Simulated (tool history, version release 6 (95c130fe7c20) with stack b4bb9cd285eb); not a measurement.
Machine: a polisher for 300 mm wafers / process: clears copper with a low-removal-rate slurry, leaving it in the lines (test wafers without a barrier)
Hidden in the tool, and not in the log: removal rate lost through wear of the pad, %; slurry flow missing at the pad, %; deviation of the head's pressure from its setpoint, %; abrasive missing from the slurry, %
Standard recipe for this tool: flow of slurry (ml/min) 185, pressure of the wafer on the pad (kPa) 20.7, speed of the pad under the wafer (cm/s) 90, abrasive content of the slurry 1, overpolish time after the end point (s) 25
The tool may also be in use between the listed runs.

| run | hour | flow of slurry (ml/min) | pressure of the wafer on the pad (kPa) | speed of the pad under the wafer (cm/s) | abrasive content of the slurry | overpolish time after the end point (s) | wafers since the last listed run | wafers polished on this pad | hours since the slurry nozzle was cleaned | hours since the head pressure was calibrated | hours since the slurry blender was calibrated | incoming thickness of the incoming film, nm | time until the end point was called (s) | dishing of a wide line in a test structure (angstrom) |
|---|---|---|---|---|---|---|---|---|---|---|---|---|---|---|
| 1 | 0 | 185 | 20.7 | 90 | 1 | 25 | 0 | 282 | 152 | 781.6 | 69 | 364 | 111.8 | 477 |
| 2 | 14.3 | 185 | 20.7 | 90 | 1 | 25 | 124 | 407 | 166.3 | 795.9 | 83.3 | 368.2 | 115.9 | 467 |
| 3 | 39.5 | 185 | 20.7 | 90 | 1 | 25 | 219 | 626 | 191.5 | 821.1 | 108.5 | 366.2 | 115.6 | 481 |
|  | 59 | worn pad replaced by a new one |
| 4 | 64.9 | 185 | 20.7 | 90 | 1 | 25 | 186 | 51 | 216.9 | 846.5 | 133.9 | 370.9 | 114.1 | 490 |
| 5 | 88.7 | 185 | 18.6 | 90 | 1 | 25 | 207 | 258 | 240.7 | 870.3 | 157.7 | 367.2 | 118.7 | 459 |
| 6 | 114.6 | 185 | 18.6 | 90 | 1 | 25 | 225 | 484 | 266.6 | 896.2 | 183.6 | 364.3 | 121.8 | 455 |
| 7 | 135.5 | 185 | 20.7 | 90 | 1 | 25 | 181 | 666 | 287.5 | 917.1 | 204.5 | 371.4 | 118.4 | 469 |
|  | 150.1 | worn pad replaced by a new one |
| 8 | 167.9 | 185 | 20.7 | 90 | 1 | 25 | 247 | 154 | 319.9 | 949.5 | 236.9 | 368.4 | 111.2 | 480 |
| 9 | 194.8 | 185 | 20.7 | 90 | 1 | 25 | 234 | 389 | 346.8 | 976.4 | 263.8 | 365.3 | 113.5 | 471 |
|  | 236.8 | worn pad replaced by a new one |
| 10 | 246.1 | 185 | 20.7 | 90 | 1 | 37 | 411 | 80 | 398.1 | 1027.7 | 315.1 | 364.2 | 109.1 | 626 |
|  | 271 | slurry blender recalibrated |
| 11 | 277.6 | 185 | 20.7 | 90 | 1.25 | 25 | 256 | 337 | 429.6 | 1059.2 | 6.6 | 364.7 | 107.4 | 492 |
|  | 294.6 | slurry nozzle cleaned |
| 12 | 312.7 | 140 | 20.7 | 90 | 0.8 | 25 | 296 | 634 | 18.1 | 1094.3 | 41.7 | 364.6 | 126.2 | 438 |
|  | 320.8 | worn pad replaced by a new one |
| 13 | 340.4 | 185 | 17.2 | 90 | 1 | 35 | 206 | 170 | 45.8 | 1122 | 69.4 | 364.2 | 124.7 | 556 |
|  | 352.4 | head pressure recalibrated |
| 14 | 358 | 170 | 20.7 | 90 | 1 | 25 | 135 | 306 | 63.4 | 5.6 | 87 | 364.3 | 111.8 | 465 |
| 15 | 384.8 | 185 | 20.7 | 90 | 1 | 21 | 233 | 539 | 90.2 | 32.4 | 113.8 | 369 | 118.9 | 413 |
|  | 408.3 | worn pad replaced by a new one |
| 16 | 419.2 | 185 | 20.7 | 90 | 1 | 25 | 264 | 94 | 124.6 | 66.8 | 148.2 | 368.2 | 110 | 470 |
| 17 | 432.5 | 240 | 20.7 | 90 | 1 | 25 | 115 | 210 | 137.9 | 80.1 | 161.5 | 360.3 | 107 | 491 |
| 18 | 464.2 | 185 | 20.7 | 90 | 1 | 25 | 276 | 486 | 169.6 | 111.8 | 193.2 | 367.7 | 114 | 479 |

Consider 5 possible next runs. They are alternatives, not a sequence: every one starts from the tool as it was left by run 18. What does each give?
| A | 464.7 | 185 | 20.7 | 90 | 1 | 25 | 4 | 490 | 170.1 | 112.3 | 193.7 | 362.5 | ? | ? |
| B | 464.7 | 185 | 16.5 | 90 | 1 | 40 | 4 | 490 | 170.1 | 112.3 | 193.7 | 362.5 | ? | ? |
| C | 464.7 | 150 | 20.7 | 66 | 1 | 25 | 4 | 490 | 170.1 | 112.3 | 193.7 | 362.5 | ? | ? |
| D | 464.7 | 135 | 20.7 | 90 | 0.8 | 35 | 4 | 490 | 170.1 | 112.3 | 193.7 | 362.5 | ? | ? |
| E | 464.7 | 230 | 20.7 | 74 | 1 | 17 | 4 | 490 | 170.1 | 112.3 | 193.7 | 362.5 | ? | ? |

| run | time until the end point was called (s) | dishing of a wide line in a test structure (angstrom) |
|---|---|---|
| A | 113.8 | 473 |
| B | 129.3 | 594 |
| C | 140.5 | 402 |
| D | 126.1 | 559 |
| E | 123.6 | 326 |
With the hidden condition removed and each run's random variation left untouched, the same runs would have given:
| run | time until the end point was called (s) | dishing of a wide line in a test structure (angstrom) |
|---|---|---|
| A | 109.6 | 486 |
| B | 124.6 | 608 |
| C | 135.4 | 414 |
| D | 121.6 | 573 |
| E | 119.1 | 336 |
